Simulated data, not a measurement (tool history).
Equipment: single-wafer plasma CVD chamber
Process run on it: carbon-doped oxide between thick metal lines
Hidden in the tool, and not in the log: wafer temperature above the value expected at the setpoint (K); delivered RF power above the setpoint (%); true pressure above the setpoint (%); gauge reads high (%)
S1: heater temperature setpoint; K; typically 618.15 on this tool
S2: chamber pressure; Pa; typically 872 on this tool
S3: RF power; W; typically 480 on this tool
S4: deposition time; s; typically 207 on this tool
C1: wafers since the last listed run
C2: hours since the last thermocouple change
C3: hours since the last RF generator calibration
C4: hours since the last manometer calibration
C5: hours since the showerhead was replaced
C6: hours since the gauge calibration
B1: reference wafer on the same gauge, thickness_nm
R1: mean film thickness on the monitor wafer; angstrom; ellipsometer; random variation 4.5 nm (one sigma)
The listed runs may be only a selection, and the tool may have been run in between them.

run   hour      S1    S2   S3   S4   C1      C2      C3      C4      C5     C6        B1        R1
  1      0  618.15   713  480  207    0  1172.3  2144.5  2884.7  5352.8  385.6  1126.665   9641.96
  2    8.6  618.15   872  480  207   90  1180.9  2153.1  2893.3  5361.4  394.2  1127.037   9822.76
  3     23  618.15   872  480  207  150  1195.3  2167.5  2907.7  5375.8  408.6  1125.669   9832.71
  4     34  618.15   872  480  207  115  1206.3  2178.5  2918.7  5386.8  419.6  1127.007   9880.05
  5   50.2  618.15   872  480  207  169  1222.5  2194.7  2934.9    5403  435.8  1126.414   9814.36
  6   57.6  618.15   872  480  207   77  1229.9  2202.1  2942.3  5410.4  443.2  1126.205   9844.03
      66.1  -- gauge calibrated
  7   72.6  618.15   872  450  207  157  1244.9  2217.1  2957.3  5425.4    6.5  1126.868   9215.29
  8   85.6  618.15   872  480  246  136  1257.9  2230.1  2970.3  5438.4   19.5  1126.314  11717.44
  9   92.3  618.15   872  480  207   70  1264.6  2236.8    2977  5445.1   26.2  1125.453   9795.54
     108.6  -- capacitance manometer re-zeroed and calibrated
     109.1  -- RF generator calibrated
     114.7  -- showerhead replaced
 10  115.2  625.15   872  480  229   92  1287.5     6.1     6.6     0.5   49.1  1125.773   10610.3
 11  123.2  618.15   872  480  207   83  1295.5    14.1    14.6     8.5   57.1  1124.594   9928.88
 12  132.4  618.15   872  480  207   96  1304.7    23.3    23.8    17.7   66.3  1126.366   9891.73
 13  143.4  618.15   872  480  207  115  1315.7    34.3    34.8    28.7   77.3  1125.848   9744.79
 14  149.7  618.15   872  480  207   66    1322    40.6    41.1      35   83.6  1125.576   9822.72
     157.7  -- thermocouple changed; heater temperature recalibrated
 15  166.4  629.15   969  545  223   91     8.7    57.3    57.8    51.7  100.3  1125.134  11723.29
 16  177.8  618.15   872  540  177  119    20.1    68.7    69.2    63.1  111.7  1126.546   9369.84
 17  192.9  618.15   872  480  207  158    35.2    83.8    84.3    78.2  126.8  1125.686    9866.2
 18  207.6  618.15   797  540  207  154    49.9    98.5      99    92.9  141.5  1126.257  10892.54
 19    215  618.15   672  535  224   77    57.3   105.9   106.4   100.3  148.9    1126.7  11383.42
 20  232.8  618.15   872  480  246  186    75.1   123.7   124.2   118.1  166.7  1126.818  11633.73
 21  250.1  618.15  1055  480  189  181    92.4     141   141.5   135.4    184  1126.219   9045.87
 22  260.6  618.15   872  480  207  110   102.9   151.5     152   145.9  194.5  1125.845   9919.47
 23  267.1  618.15   872  405  207   68   109.4     158   158.5   152.4    201  1127.248   8009.25
 24    275  603.15  1011  450  217   82   117.3   165.9   166.4   160.3  208.9  1126.189  10171.49
 25    291  618.15   872  440  225  167   133.3   181.9   182.4   176.3  224.9  1125.378   9677.76
 26  308.2  618.15   872  480  175  180   150.5   199.1   199.6   193.5  242.1  1125.186   8288.92
 27  319.1  618.15   872  480  207  114   161.4     210   210.5   204.4    253  1125.361   9924.96
 28  327.6  605.15   963  415  178   89   169.9   218.5     219   212.9  261.5  1125.559   7505.47
 29  335.1  618.15   968  515  207   78   177.4     226   226.5   220.4    269  1125.652  10668.07

Hidden condition of the tool, last listed run before each entry between runs versus first listed run after:
Runs 6 to 7: gauge calibrated (hour 66.1)
  no difference in the tool's unlogged condition between these two runs
Runs 9 to 10: capacitance manometer re-zeroed and calibrated (hour 108.6); RF generator calibrated (hour 109.1); showerhead replaced (hour 114.7)
  no difference in the tool's unlogged condition between these two runs
Runs 14 to 15: thermocouple changed; heater temperature recalibrated (hour 157.7)
  no difference in the tool's unlogged condition between these two runs

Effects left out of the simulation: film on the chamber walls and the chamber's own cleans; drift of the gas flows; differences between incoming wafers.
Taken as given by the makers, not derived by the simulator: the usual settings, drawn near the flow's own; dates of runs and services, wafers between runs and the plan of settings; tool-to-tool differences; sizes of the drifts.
